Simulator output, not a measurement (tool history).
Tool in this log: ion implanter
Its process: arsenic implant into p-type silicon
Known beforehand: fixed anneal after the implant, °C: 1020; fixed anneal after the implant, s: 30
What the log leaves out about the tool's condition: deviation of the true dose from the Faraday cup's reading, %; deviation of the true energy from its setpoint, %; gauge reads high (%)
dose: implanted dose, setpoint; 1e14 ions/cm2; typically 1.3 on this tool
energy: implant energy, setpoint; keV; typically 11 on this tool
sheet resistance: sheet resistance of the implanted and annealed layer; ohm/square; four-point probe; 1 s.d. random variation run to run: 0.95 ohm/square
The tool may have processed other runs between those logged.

run	hour	dose	energy	wafers since the last listed run	hours since the last dose calibration	hours since the extraction supply was calibrated	hours since the gauge calibration	read-back reference wafer on the same gauge, sheet resistance	sheet resistance
1	0	1.17	11	0	2022.5	3152.6	192.2	687.83	705.84
2	41.1	1.17	11	822	2063.6	3193.7	233.3	687.77	706.29
3	84	1.3	11	858	2106.5	3236.6	276.2	687.77	651.54
4	126.2	1.3	11	844	2148.7	3278.8	318.4	688.09	652.5
5	161.3	1.3	11	702	2183.8	3313.9	353.5	688.01	650.09
6	220.8	1.3	11	1191	2243.3	3373.4	413	687.93	651.73
7	259.9	1.41	9.5	782	2282.4	3412.5	452.1	687.83	621.19
8	318.7	1.07	12	1177	2341.2	3471.3	510.9	688.05	745.09
9	372.1	1.07	12	1069	2394.6	3524.7	564.3	687.85	746.86
10	399.8	1.22	11	554	2422.3	3552.4	592	687.76	685.57
# hour 430.6: Faraday cup replaced and dose calibrated
11	433.3	1.46	9.5	510	2.7	3585.9	625.5	688.18	585.27
12	501.3	1.3	11	1361	70.7	3653.9	693.5	688.12	630.78
13	546	1.3	11	894	115.4	3698.6	738.2	687.81	630.73
14	616	1.46	12	1401	185.4	3768.6	808.2	688.09	573.39
# hour 708: gauge calibrated
15	730.7	1.66	7.5	2296	300.1	3883.3	22.7	688.18	546.04
16	786.7	1.3	11	1121	356.1	3939.3	78.7	687.87	637.85
17	848.6	1.3	13	1239	418	4001.2	140.6	687.76	625.03
18	903.5	1.3	11	1099	472.9	4056.1	195.5	688.04	640
19	944.8	1.3	14	826	514.2	4097.4	236.8	688.06	619.88
# hour 970.1: extraction supply calibrated
20	991	1.3	12	764	560.4	20.9	283	687.96	633.31
21	1033.3	1.12	8.5	846	602.7	63.2	325.3	688.15	737.65
22	1100.4	1.3	14.5	1343	669.8	130.3	392.4	687.98	618.48
23	1269.5	1.07	7.5	3385	838.9	299.4	561.5	688.01	778.9
24	1307.4	1.11	9	758	876.8	337.3	599.4	688.07	741.96
25	1338.8	1.14	11	628	908.2	368.7	630.8	688.05	709.61
26	1383.6	1.13	13	896	953	413.5	675.6	687.99	701.97
27	1413.9	1.3	11	606	983.3	443.8	705.9	688.01	644.61

3 options for the next run, each taken on its own from the tool as it stands now. Forecast them:
A	1414.3	1.3	11	8	983.7	444.2	706.3	?	?
B	1414.3	1.13	7.5	8	983.7	444.2	706.3	?	?
C	1414.3	1.3	13.5	8	983.7	444.2	706.3	?	?

run	read-back reference wafer on the same gauge, sheet resistance	sheet resistance
A	687.93	645.7
B	687.93	749.22
C	687.93	629.75
The same runs, with their run-to-run variation unchanged, on a tool lacking any hidden condition would have given:
run	sheet resistance
A	633.27
B	734.62
C	617.81
